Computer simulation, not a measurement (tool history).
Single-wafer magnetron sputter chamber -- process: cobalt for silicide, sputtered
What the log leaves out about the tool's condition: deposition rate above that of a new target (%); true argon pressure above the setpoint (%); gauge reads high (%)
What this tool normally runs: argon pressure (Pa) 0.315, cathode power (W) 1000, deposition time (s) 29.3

run,day,argon pressure (Pa),cathode power (W),deposition time (s),wafers since the last listed run,wafers on the sputter target,hours since the last manometer calibration,hours since the magnet pack was replaced,hours since the gauge calibration,"read-back reference wafer on the same gauge, thickness_nm",mean film thickness on the monitor wafer (nm)
1,0,0.397,1000,29.3,0,5243,1017.8,6150.4,36.4,14.898,14.709
2,2.454,0.397,1000,29.3,941,6185,1076.7,6209.3,95.3,14.886,14.527
3,4.029,0.315,1150,29.3,603,6789,1114.5,6247.1,133.1,14.907,17.383
# day 5.417: sputter target and shields replaced
4,6.829,0.315,1000,29.3,945,542,1181.7,6314.3,200.3,14.92,15.457
5,10.533,0.315,1000,29.3,1420,1962,1270.6,6403.2,289.2,14.906,15.474
6,14.4,0.315,1000,29.3,1482,3445,1363.4,6496,382,14.897,15.081
7,16.354,0.315,1000,29.3,749,4195,1410.3,6542.9,428.9,14.9,15.045
# day 19.958: sputter target and shields replaced
8,20.579,0.315,1000,29.3,1492,238,1511.7,6644.3,530.3,14.906,15.807
9,24.362,0.315,1000,29.3,1450,1689,1602.5,6735.1,621.1,14.901,15.508
10,27.867,0.315,1000,29.3,1343,3033,1686.6,6819.2,705.2,14.903,15.347
11,30.262,0.315,1000,29.3,918,3951,1744.1,6876.7,762.7,14.908,15.17
12,31.804,0.315,1000,29.3,591,4543,1781.1,6913.7,799.7,14.89,15.192
13,33.775,0.315,1000,29.3,755,5298,1828.4,6961,847,14.905,15.211
14,37.721,0.315,1000,29.3,1513,6812,1923.1,7055.7,941.7,14.899,15.029
# day 38.517: sputter target and shields replaced
15,41.908,0.422,1000,25.7,1478,1300,2023.6,7156.2,1042.2,14.907,12.94
16,43.538,0.378,1000,34.8,624,1925,2062.7,7195.3,1081.3,14.901,17.855
# day 44.292: capacitance manometer re-zeroed and calibrated
# day 45.971: magnet pack replaced
17,47.862,0.315,1000,29.3,1402,3328,85.7,45.4,1185.1,14.897,15.199
# day 48.179: gauge calibrated
18,51.3,0.402,850,29.3,1318,4646,168.2,127.9,74.9,14.894,12.29
# day 53.129: sputter target and shields replaced
19,55.712,0.315,1000,29.3,1564,991,274.1,233.8,180.8,14.896,15.609
20,59.712,0.315,1000,32.9,1533,2525,370.1,329.8,276.8,14.902,17.142
21,63.5,0.315,1000,29.3,1452,3977,461,420.7,367.7,14.89,15.146
22,66.554,0.376,850,29.3,1171,5148,534.3,494,441,14.91,12.445
23,68.354,0.431,800,31.8,690,5839,577.5,537.2,484.2,14.903,12.395
24,70.796,0.219,1000,33.8,936,6775,636.1,595.8,542.8,14.899,18.26
# day 72.238: sputter target and shields replaced
25,75.292,0.421,900,26.6,1596,1171,744,703.7,650.7,14.913,12.115
26,78.05,0.315,1000,29.3,1057,2229,810.2,769.9,716.9,14.895,15.369
27,80.654,0.221,1050,27.7,998,3228,872.7,832.4,779.4,14.9,15.757
28,83.662,0.434,1000,24.5,1153,4381,944.9,904.6,851.6,14.897,12.083

State the hidden condition of the tool at each of the runs:
true argon pressure above the setpoint (%): 0 on each run
gauge reads high (%): 0 on each run
H1: deposition rate above that of a new target (%)
run,H1
1,-4.86
2,-5.02
3,-5.09
4,-1.82
5,-3.75
6,-4.78
7,-5.08
8,-0.629
9,-2.89
10,-3.98
11,-4.41
12,-4.6
13,-4.79
14,-5.01
15,-2.36
16,-3.07
17,-4.2
18,-4.64
19,-2.12
20,-3.77
21,-4.55
22,-4.88
23,-5.01
24,-5.13
25,-2.26
26,-3.42
27,-4.09
28,-4.56
